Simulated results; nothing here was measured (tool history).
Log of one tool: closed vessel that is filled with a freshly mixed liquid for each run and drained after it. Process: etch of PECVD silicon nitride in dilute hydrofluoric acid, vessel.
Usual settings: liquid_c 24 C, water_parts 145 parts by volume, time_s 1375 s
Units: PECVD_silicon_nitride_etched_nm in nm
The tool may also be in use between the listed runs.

| run | hour | liquid_c | water_parts | time_s | wafers since the last listed run | hours since the thermometer was replaced | hours since the hydrofluoric acid flow meter was replaced | hours since the gauge calibration | read-back film thickness of the PECVD silicon nitride reference wafer, read on the same gauge (nm) | PECVD_silicon_nitride_etched_nm |
|---|---|---|---|---|---|---|---|---|---|---|
| 1 | 0 | 24 | 145 | 1375 | 0 | 2079.9 | 462.8 | 86.2 | 29.97 | 21.14 |
| 2 | 26.8 | 24 | 145 | 1375 | 1209 | 2106.7 | 489.6 | 113 | 29.99 | 20.88 |
| 3 | 53 | 21 | 145 | 1375 | 1182 | 2132.9 | 515.8 | 139.2 | 30.04 | 17.3 |
| 4 | 81 | 24 | 145 | 1125 | 1264 | 2160.9 | 543.8 | 167.2 | 30.01 | 17.17 |
| 5 | 129.9 | 24 | 145 | 1125 | 2207 | 2209.8 | 592.7 | 216.1 | 29.98 | 17.06 |
| 6 | 190.7 | 24 | 145 | 1375 | 2744 | 2270.6 | 653.5 | 276.9 | 29.97 | 20.98 |
|  | 206 | hydrofluoric acid flow meter replaced |
| 7 | 214.8 | 24 | 145 | 1375 | 1042 | 2294.7 | 8.8 | 301 | 29.99 | 20.99 |
| 8 | 271.8 | 24 | 145 | 1375 | 2573 | 2351.7 | 65.8 | 358 | 30.03 | 21.02 |
| 9 | 318.6 | 24 | 145 | 1375 | 2112 | 2398.5 | 112.6 | 404.8 | 29.98 | 21.06 |
| 10 | 369 | 24 | 145 | 1375 | 2275 | 2448.9 | 163 | 455.2 | 29.98 | 20.93 |
| 11 | 429.9 | 24 | 145 | 1375 | 2749 | 2509.8 | 223.9 | 516.1 | 30.03 | 20.96 |
| 12 | 479 | 25 | 145 | 1375 | 2216 | 2558.9 | 273 | 565.2 | 29.95 | 22.38 |
| 13 | 512.8 | 25 | 145 | 1375 | 1525 | 2592.7 | 306.8 | 599 | 29.99 | 22.44 |
| 14 | 559.2 | 28.5 | 210 | 780 | 2094 | 2639.1 | 353.2 | 645.4 | 30.01 | 10.89 |
|  | 572.5 | gauge calibrated |
| 15 | 627.8 | 24 | 145 | 1825 | 3097 | 2707.7 | 421.8 | 55.3 | 30.03 | 27.83 |
| 16 | 661.1 | 21 | 95 | 1375 | 1503 | 2741 | 455.1 | 88.6 | 30 | 26.06 |
|  | 668 | thermometer replaced |
| 17 | 695.3 | 24 | 145 | 1375 | 1498 | 27.3 | 489.3 | 122.8 | 30.02 | 21.09 |
| 18 | 721.3 | 25.5 | 175 | 1375 | 1173 | 53.3 | 515.3 | 148.8 | 30.04 | 19.21 |
| 19 | 769.2 | 24 | 145 | 1375 | 2162 | 101.2 | 563.2 | 196.7 | 29.97 | 21.02 |
| 20 | 825.8 | 24 | 145 | 1375 | 2555 | 157.8 | 619.8 | 253.3 | 30.02 | 20.87 |
|  | 855.2 | hydrofluoric acid flow meter replaced |
| 21 | 946.8 | 27 | 165 | 1995 | 5417 | 278.8 | 91.6 | 374.3 | 30.01 | 32.45 |
| 22 | 975.6 | 20.5 | 90 | 2070 | 1300 | 307.6 | 120.4 | 403.1 | 30.05 | 40.12 |
| 23 | 1003.1 | 24 | 145 | 2035 | 1241 | 335.1 | 147.9 | 430.6 | 29.95 | 31.05 |
| 24 | 1044.2 | 22 | 95 | 725 | 1855 | 376.2 | 189 | 471.7 | 30.04 | 14.75 |
| 25 | 1069.3 | 24 | 95 | 1995 | 1133 | 401.3 | 214.1 | 496.8 | 30.01 | 46 |
| 26 | 1130 | 27 | 145 | 1375 | 2740 | 462 | 274.8 | 557.5 | 30 | 25.6 |
| 27 | 1166.3 | 24 | 145 | 1375 | 1638 | 498.3 | 311.1 | 593.8 | 30 | 20.83 |

Hidden state at the last listed run before each entry between runs and at the first one after, where it differs:
Between runs 6 and 7: hydrofluoric acid flow meter replaced (hour 206)
  no hidden state differs between the two runs
Between runs 14 and 15: gauge calibrated (hour 572.5)
  no hidden state differs between the two runs
Between runs 16 and 17: thermometer replaced (hour 668)
  no hidden state differs between the two runs
Between runs 20 and 21: hydrofluoric acid flow meter replaced (hour 855.2)
  no hidden state differs between the two runs
